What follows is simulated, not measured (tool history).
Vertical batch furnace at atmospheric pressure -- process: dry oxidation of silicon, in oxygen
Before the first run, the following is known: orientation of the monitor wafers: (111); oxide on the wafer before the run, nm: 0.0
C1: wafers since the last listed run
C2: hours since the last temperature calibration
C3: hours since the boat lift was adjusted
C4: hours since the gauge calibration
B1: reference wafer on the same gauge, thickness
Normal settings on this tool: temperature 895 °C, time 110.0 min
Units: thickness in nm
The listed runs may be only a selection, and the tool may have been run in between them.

run 1 hour=0.0 | temperature=906 time=110.0 | C1=0 C2=1356.8 C3=2127.2 C4=1007.4 | B1=36.28 | thickness=50.50
run 2 hour=69.2 | temperature=906 time=110.0 | C1=509 C2=1426.0 C3=2196.4 C4=1076.6 | B1=36.29 | thickness=50.48
run 3 hour=125.0 | temperature=895 time=110.0 | C1=410 C2=1481.8 C3=2252.2 C4=1132.4 | B1=36.29 | thickness=45.22
run 4 hour=162.6 | temperature=895 time=110.0 | C1=276 C2=1519.4 C3=2289.8 C4=1170.0 | B1=36.30 | thickness=45.18
run 5 hour=218.4 | temperature=895 time=110.0 | C1=410 C2=1575.2 C3=2345.6 C4=1225.8 | B1=36.35 | thickness=45.02
run 6 hour=288.6 | temperature=888 time=151.5 | C1=516 C2=1645.4 C3=2415.8 C4=1296.0 | B1=36.31 | thickness=52.55
run 7 hour=340.6 | temperature=881 time=91.5 | C1=382 C2=1697.4 C3=2467.8 C4=1348.0 | B1=36.30 | thickness=34.37
run 8 hour=388.7 | temperature=881 time=91.5 | C1=353 C2=1745.5 C3=2515.9 C4=1396.1 | B1=36.30 | thickness=34.29
run 9 hour=476.3 | temperature=895 time=110.0 | C1=644 C2=1833.1 C3=2603.5 C4=1483.7 | B1=36.29 | thickness=45.30
run 10 hour=576.4 | temperature=895 time=110.0 | C1=736 C2=1933.2 C3=2703.6 C4=1583.8 | B1=36.31 | thickness=45.14
run 11 hour=665.3 | temperature=895 time=110.0 | C1=654 C2=2022.1 C3=2792.5 C4=1672.7 | B1=36.29 | thickness=45.21
run 12 hour=725.8 | temperature=895 time=137.0 | C1=445 C2=2082.6 C3=2853.0 C4=1733.2 | B1=36.28 | thickness=52.80
run 13 hour=833.3 | temperature=908 time=110.0 | C1=790 C2=2190.1 C3=2960.5 C4=1840.7 | B1=36.33 | thickness=51.56
run 14 hour=885.7 | temperature=908 time=110.0 | C1=385 C2=2242.5 C3=3012.9 C4=1893.1 | B1=36.31 | thickness=51.43
run 15 hour=977.4 | temperature=895 time=110.0 | C1=674 C2=2334.2 C3=3104.6 C4=1984.8 | B1=36.30 | thickness=45.32
-- hour=1055.0 gauge calibrated
run 16 hour=1071.1 | temperature=895 time=110.0 | C1=689 C2=2427.9 C3=3198.3 C4=16.1 | B1=36.28 | thickness=45.13
run 17 hour=1171.3 | temperature=895 time=110.0 | C1=737 C2=2528.1 C3=3298.5 C4=116.3 | B1=36.30 | thickness=45.28
run 18 hour=1247.1 | temperature=895 time=110.0 | C1=557 C2=2603.9 C3=3374.3 C4=192.1 | B1=36.30 | thickness=45.17
run 19 hour=1350.8 | temperature=895 time=95.5 | C1=763 C2=2707.6 C3=3478.0 C4=295.8 | B1=36.26 | thickness=41.05
run 20 hour=1446.7 | temperature=895 time=162.5 | C1=705 C2=2803.5 C3=3573.9 C4=391.7 | B1=36.29 | thickness=59.31
run 21 hour=1506.1 | temperature=888 time=159.5 | C1=437 C2=2862.9 C3=3633.3 C4=451.1 | B1=36.34 | thickness=54.54
run 22 hour=1576.3 | temperature=915 time=110.0 | C1=516 C2=2933.1 C3=3703.5 C4=521.3 | B1=36.32 | thickness=55.30
run 23 hour=1643.2 | temperature=873 time=160.5 | C1=492 C2=3000.0 C3=3770.4 C4=588.2 | B1=36.30 | thickness=46.78
-- hour=1687.5 boat lift adjusted
run 24 hour=1724.9 | temperature=895 time=110.0 | C1=424 C2=3081.7 C3=37.4 C4=669.9 | B1=36.28 | thickness=45.22
run 25 hour=1793.9 | temperature=871 time=159.0 | C1=507 C2=3150.7 C3=106.4 C4=738.9 | B1=36.28 | thickness=45.42
run 26 hour=1864.4 | temperature=917 time=142.5 | C1=518 C2=3221.2 C3=176.9 C4=809.4 | B1=36.31 | thickness=67.71
run 27 hour=1938.1 | temperature=879 time=125.0 | C1=542 C2=3294.9 C3=250.6 C4=883.1 | B1=36.29 | thickness=41.79
run 28 hour=2007.1 | temperature=911 time=163.5 | C1=507 C2=3363.9 C3=319.6 C4=952.1 | B1=36.35 | thickness=69.98
-- hour=2087.2 thermocouples replaced and temperature profile calibrated
run 29 hour=2097.8 | temperature=895 time=110.0 | C1=490 C2=10.6 C3=410.3 C4=1042.8 | B1=36.29 | thickness=45.15
run 30 hour=2243.9 | temperature=895 time=110.0 | C1=1074 C2=156.7 C3=556.4 C4=1188.9 | B1=36.31 | thickness=45.10
run 31 hour=2338.3 | temperature=879 time=125.0 | C1=694 C2=251.1 C3=650.8 C4=1283.3 | B1=36.29 | thickness=41.89
run 32 hour=2431.2 | temperature=895 time=93.5 | C1=683 C2=344.0 C3=743.7 C4=1376.2 | B1=36.29 | thickness=40.37
run 33 hour=2467.6 | temperature=895 time=57.5 | C1=267 C2=380.4 C3=780.1 C4=1412.6 | B1=36.27 | thickness=28.83
run 34 hour=2519.4 | temperature=895 time=110.0 | C1=381 C2=432.2 C3=831.9 C4=1464.4 | B1=36.30 | thickness=45.15
run 35 hour=2599.4 | temperature=879 time=93.5 | C1=588 C2=512.2 C3=911.9 C4=1544.4 | B1=36.30 | thickness=34.16
run 36 hour=2680.7 | temperature=871 time=96.0 | C1=598 C2=593.5 C3=993.2 C4=1625.7 | B1=36.31 | thickness=31.94
run 37 hour=2733.7 | temperature=895 time=162.5 | C1=389 C2=646.5 C3=1046.2 C4=1678.7 | B1=36.31 | thickness=59.21
run 38 hour=2781.3 | temperature=907 time=110.0 | C1=350 C2=694.1 C3=1093.8 C4=1726.3 | B1=36.30 | thickness=51.32
run 39 hour=2881.6 | temperature=875 time=126.5 | C1=737 C2=794.4 C3=1194.1 C4=1826.6 | B1=36.29 | thickness=40.25

Hidden state at the last listed run before each entry between runs and at the first one after, where it differs:
Between runs 15 and 16: gauge calibrated (hour 1055.0)
  the hidden state is the same at both runs
Between runs 23 and 24: boat lift adjusted (hour 1687.5)
  the hidden state is the same at both runs
Between runs 28 and 29: thermocouples replaced and temperature profile calibrated (hour 2087.2)
  the hidden state is the same at both runs
